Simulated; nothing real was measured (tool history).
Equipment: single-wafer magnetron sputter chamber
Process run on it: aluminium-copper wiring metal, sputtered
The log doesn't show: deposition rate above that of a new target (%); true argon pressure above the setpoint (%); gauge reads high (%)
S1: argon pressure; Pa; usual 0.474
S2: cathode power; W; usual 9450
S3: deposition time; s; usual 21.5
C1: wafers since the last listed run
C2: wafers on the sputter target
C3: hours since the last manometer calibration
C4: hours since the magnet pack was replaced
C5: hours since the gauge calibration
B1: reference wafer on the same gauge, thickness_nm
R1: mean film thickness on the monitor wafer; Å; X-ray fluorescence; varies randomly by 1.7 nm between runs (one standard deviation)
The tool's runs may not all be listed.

Run 1, hour 0: usual settings but S3 20.2 s; C1 0; C2 10616; C3 1991.1; C4 4731.6; C5 2337; B1 278.581. Result: R1 3055.76 Å.
Run 2, hour 105.6: usual settings but S3 20.2 s; C1 1969; C2 12586; C3 2096.7; C4 4837.2; C5 2442.6; B1 278.647. Result: R1 2999.8 Å.
Run 3, hour 147.8: usual settings but S1 0.527 Pa, S3 18.3 s; C1 786; C2 13373; C3 2138.9; C4 4879.4; C5 2484.8; B1 279.657. Result: R1 2647.82 Å.
Run 4, hour 247.1: usual settings but S1 0.527 Pa, S3 18.3 s; C1 1851; C2 15225; C3 2238.2; C4 4978.7; C5 2584.1; B1 279.091. Result: R1 2604.94 Å.
At hour 278.5: sputter target and shields replaced.
Run 5, hour 297.7: usual settings but S3 23.4 s; C1 794; C2 358; C3 2288.8; C4 5029.3; C5 2634.7; B1 279.116. Result: R1 3631.41 Å.
Run 6, hour 507.2: usual settings but S3 23.4 s; C1 3906; C2 4265; C3 2498.3; C4 5238.8; C5 2844.2; B1 279.404. Result: R1 3616.8 Å.
Run 7, hour 562.8: usual settings but S3 24.2 s; C1 1036; C2 5302; C3 2553.9; C4 5294.4; C5 2899.8; B1 279.322. Result: R1 3721.38 Å.
Run 8, hour 653.6: usual settings but S3 24.2 s; C1 1693; C2 6996; C3 2644.7; C4 5385.2; C5 2990.6; B1 278.9. Result: R1 3669.44 Å.
Run 9, hour 760.9: usual settings but S2 10500 W; C1 2001; C2 8997; C3 2752; C4 5492.5; C5 3097.9; B1 278.811. Result: R1 3580.13 Å.
Run 10, hour 833.9: usual settings but S1 0.553 Pa, S2 11800 W, S3 18.3 s; C1 1361; C2 10358; C3 2825; C4 5565.5; C5 3170.9; B1 279.216. Result: R1 3233.32 Å.
Run 11, hour 910.8: usual settings but S2 7550 W, S3 25.4 s; C1 1434; C2 11792; C3 2901.9; C4 5642.4; C5 3247.8; B1 279.106. Result: R1 3028.03 Å.
At hour 935.9: magnet pack replaced.
At hour 959.7: capacitance manometer re-zeroed and calibrated.
Run 12, hour 960.2: usual settings but S2 11200 W, S3 19 s; C1 622; C2 12415; C3 0.5; C4 24.3; C5 3297.2; B1 279.323. Result: R1 3380.86 Å.
At hour 993.7: sputter target and shields replaced.
Run 13, hour 1020.6: usual settings but S2 10700 W, S3 20.2 s; C1 977; C2 500; C3 60.9; C4 84.7; C5 3357.6; B1 279.232. Result: R1 3611.17 Å.
Run 14, hour 1062.7: usual settings but S1 0.423 Pa; C1 785; C2 1286; C3 103; C4 126.8; C5 3399.7; B1 278.569. Result: R1 3485.7 Å.
Run 15, hour 1173.1: usual settings but S3 18.3 s; C1 2058; C2 3344; C3 213.4; C4 237.2; C5 3510.1; B1 279.143. Result: R1 2908.1 Å.
Run 16, hour 1259.4: usual settings but S1 0.657 Pa, S2 7900 W, S3 19.5 s; C1 1609; C2 4954; C3 299.7; C4 323.5; C5 3596.4; B1 278.894. Result: R1 2439.3 Å.
Run 17, hour 1354.6: usual settings; C1 1775; C2 6729; C3 394.9; C4 418.7; C5 3691.6; B1 279.201. Result: R1 3363.67 Å.
At hour 1380.3: gauge calibrated.
Run 18, hour 1413.6: usual settings but S2 11150 W; C1 1100; C2 7829; C3 453.9; C4 477.7; C5 33.3; B1 278.466. Result: R1 3907.5 Å.
Run 19, hour 1458.5: usual settings; C1 837; C2 8667; C3 498.8; C4 522.6; C5 78.2; B1 278.788. Result: R1 3348.3 Å.
Run 20, hour 1506.7: usual settings; C1 898; C2 9566; C3 547; C4 570.8; C5 126.4; B1 278.672. Result: R1 3329.4 Å.
Run 21, hour 1590.3: usual settings but S1 0.521 Pa, S2 7950 W, S3 20.1 s; C1 1559; C2 11125; C3 630.6; C4 654.4; C5 210; B1 278.784. Result: R1 2586.48 Å.
Run 22, hour 1645.7: usual settings; C1 1033; C2 12158; C3 686; C4 709.8; C5 265.4; B1 279.474. Result: R1 3252.42 Å.
Run 23, hour 1728: usual settings but S1 0.309 Pa, S2 8200 W, S3 19.7 s; C1 1534; C2 13693; C3 768.3; C4 792.1; C5 347.7; B1 278.917. Result: R1 2769.05 Å.
Run 24, hour 1805.5: usual settings but S1 0.408 Pa, S2 10650 W, S3 23.3 s; C1 1445; C2 15138; C3 845.8; C4 869.6; C5 425.2; B1 279.312. Result: R1 4006.84 Å.
Run 25, hour 1867.2: usual settings but S1 0.315 Pa, S2 7400 W; C1 1150; C2 16289; C3 907.5; C4 931.3; C5 486.9; B1 279.044. Result: R1 2712.39 Å.
At hour 1912.7: sputter target and shields replaced.
Run 26, hour 1970.4: usual settings; C1 1775; C2 1075; C3 1010.7; C4 1034.5; C5 590.1; B1 278.992. Result: R1 3402.02 Å.
Run 27, hour 2035.3: usual settings but S1 0.527 Pa, S3 18.3 s; C1 1210; C2 2285; C3 1075.6; C4 1099.4; C5 655; B1 278.953. Result: R1 2813.45 Å.
Run 28, hour 2129: usual settings but S1 0.615 Pa, S2 7100 W, S3 22.6 s; C1 1747; C2 4032; C3 1169.3; C4 1193.1; C5 748.7; B1 279.158. Result: R1 2566.16 Å.
Run 29, hour 2202.3: usual settings; C1 1366; C2 5399; C3 1242.6; C4 1266.4; C5 822; B1 279.12. Result: R1 3336.97 Å.
Run 30, hour 2307.8: usual settings but S3 19.5 s; C1 1967; C2 7367; C3 1348.1; C4 1371.9; C5 927.5; B1 278.73. Result: R1 3003.03 Å.
Run 31, hour 2628.6: usual settings but S1 0.521 Pa, S2 7950 W, S3 20.1 s; C1 5982; C2 13349; C3 1668.9; C4 1692.7; C5 1248.3; B1 278.695. Result: R1 2532.45 Å.
Run 32, hour 2713.9: usual settings; C1 1590; C2 14940; C3 1754.2; C4 1778; C5 1333.6; B1 278.881. Result: R1 3190.48 Å.
At hour 2757.7: sputter target and shields replaced.
Run 33, hour 2760.1: usual settings but S1 0.41 Pa, S2 11300 W, S3 20.4 s; C1 712; C2 44; C3 1800.4; C4 1824.2; C5 1379.8; B1 279.029. Result: R1 3883.91 Å.
Run 34, hour 2848.7: usual settings but S1 0.529 Pa, S2 8300 W, S3 25.6 s; C1 1652; C2 1696; C3 1889; C4 1912.8; C5 1468.4; B1 279.31. Result: R1 3459.49 Å.

What if the next run were any one of these 4? Each begins from the tool's condition after run 34:
Run A, hour 2849.1: usual settings but S2 11000 W; C1 7; C2 1704; C3 1889.4; C4 1913.2; C5 1468.8; B1 ?. Result: R1 ?.
Run B, hour 2849.1: usual settings but S2 11650 W; C1 7; C2 1704; C3 1889.4; C4 1913.2; C5 1468.8; B1 ?. Result: R1 ?.
Run C, hour 2849.1: usual settings but S2 8650 W; C1 7; C2 1704; C3 1889.4; C4 1913.2; C5 1468.8; B1 ?. Result: R1 ?.
Run D, hour 2849.1: usual settings but S2 8850 W, S3 25.3 s; C1 7; C2 1704; C3 1889.4; C4 1913.2; C5 1468.8; B1 ?. Result: R1 ?.

run       B1       R1
  A  278.842  3849.22
  B  278.842  4063.08
  C  278.842  3076.01
  D  278.842  3697.11
What these runs would have given with no unlogged condition in the tool:
run       R1
  A  3928.12
  B  4146.37
  C  3139.06
  D   3772.9
